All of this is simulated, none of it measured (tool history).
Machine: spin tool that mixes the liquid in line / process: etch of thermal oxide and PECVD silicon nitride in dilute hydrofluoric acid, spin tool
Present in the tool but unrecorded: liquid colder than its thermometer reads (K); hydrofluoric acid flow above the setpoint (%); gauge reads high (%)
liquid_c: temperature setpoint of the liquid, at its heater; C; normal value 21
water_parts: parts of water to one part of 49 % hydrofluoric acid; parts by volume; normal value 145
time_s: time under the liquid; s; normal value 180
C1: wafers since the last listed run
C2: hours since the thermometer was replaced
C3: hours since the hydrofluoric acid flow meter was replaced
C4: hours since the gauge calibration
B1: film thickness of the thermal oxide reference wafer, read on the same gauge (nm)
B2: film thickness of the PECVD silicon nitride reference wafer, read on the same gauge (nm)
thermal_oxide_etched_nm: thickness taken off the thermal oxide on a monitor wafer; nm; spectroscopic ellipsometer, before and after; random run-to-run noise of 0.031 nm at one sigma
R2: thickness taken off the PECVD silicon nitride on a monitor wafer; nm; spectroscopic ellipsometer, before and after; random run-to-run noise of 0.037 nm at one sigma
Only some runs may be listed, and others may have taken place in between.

Run 1, hour 0: usual settings but liquid_c 23.5 C; C1 0; C2 1277.1; C3 1008.4; C4 154.2; B1 40.02; B2 39.979. Result: thermal_oxide_etched_nm 6.53 nm, R2 3.495 nm.
Run 2, hour 11.7: usual settings but liquid_c 23.5 C; C1 66; C2 1288.8; C3 1020.1; C4 165.9; B1 39.97; B2 39.984. Result: thermal_oxide_etched_nm 6.64 nm, R2 3.58 nm.
Run 3, hour 22.2: usual settings but liquid_c 17 C; C1 59; C2 1299.3; C3 1030.6; C4 176.4; B1 39.99; B2 40.012. Result: thermal_oxide_etched_nm 5.07 nm, R2 2.325 nm.
Run 4, hour 30.7: usual settings; C1 48; C2 1307.8; C3 1039.1; C4 184.9; B1 40.01; B2 39.994. Result: thermal_oxide_etched_nm 5.97 nm, R2 2.992 nm.
Run 5, hour 38.9: usual settings; C1 46; C2 1316; C3 1047.3; C4 193.1; B1 40.04; B2 40.007. Result: thermal_oxide_etched_nm 5.93 nm, R2 2.997 nm.
Run 6, hour 46.7: usual settings; C1 44; C2 1323.8; C3 1055.1; C4 200.9; B1 40.01; B2 39.985. Result: thermal_oxide_etched_nm 5.94 nm, R2 2.968 nm.
Run 7, hour 57.4: usual settings; C1 60; C2 1334.5; C3 1065.8; C4 211.6; B1 40; B2 40.022. Result: thermal_oxide_etched_nm 5.9 nm, R2 2.993 nm.
Run 8, hour 71.5: usual settings but liquid_c 22.5 C; C1 80; C2 1348.6; C3 1079.9; C4 225.7; B1 40.03; B2 39.999. Result: thermal_oxide_etched_nm 6.39 nm, R2 3.339 nm.
Run 9, hour 82.1: usual settings but liquid_c 22.5 C; C1 60; C2 1359.2; C3 1090.5; C4 236.3; B1 39.98; B2 39.996. Result: thermal_oxide_etched_nm 6.34 nm, R2 3.311 nm.
Run 10, hour 97.5: usual settings but liquid_c 22.5 C; C1 87; C2 1374.6; C3 1105.9; C4 251.7; B1 40.01; B2 39.989. Result: thermal_oxide_etched_nm 6.41 nm, R2 3.329 nm.
Run 11, hour 111.6: usual settings but liquid_c 24.5 C; C1 80; C2 1388.7; C3 1120; C4 265.8; B1 40.02; B2 40.012. Result: thermal_oxide_etched_nm 6.93 nm, R2 3.918 nm.
Run 12, hour 128.5: usual settings but liquid_c 24.5 C; C1 96; C2 1405.6; C3 1136.9; C4 282.7; B1 40; B2 39.981. Result: thermal_oxide_etched_nm 6.92 nm, R2 3.892 nm.

Run 13, settings as shown, results not yet in. Your forecast:
Run 13, hour 139.3: usual settings but liquid_c 22.5 C; C1 61; C2 1416.4; C3 1147.7; C4 293.5; B1 ?; B2 ?. Result: thermal_oxide_etched_nm ?, R2 ?.

B1: 39.97
B2: 39.992
thermal_oxide_etched_nm: 6.42 nm
R2: 3.381 nm
With no hidden state in the tool, this same run would have given thermal_oxide_etched_nm 5.49 nm, R2 2.96 nm.
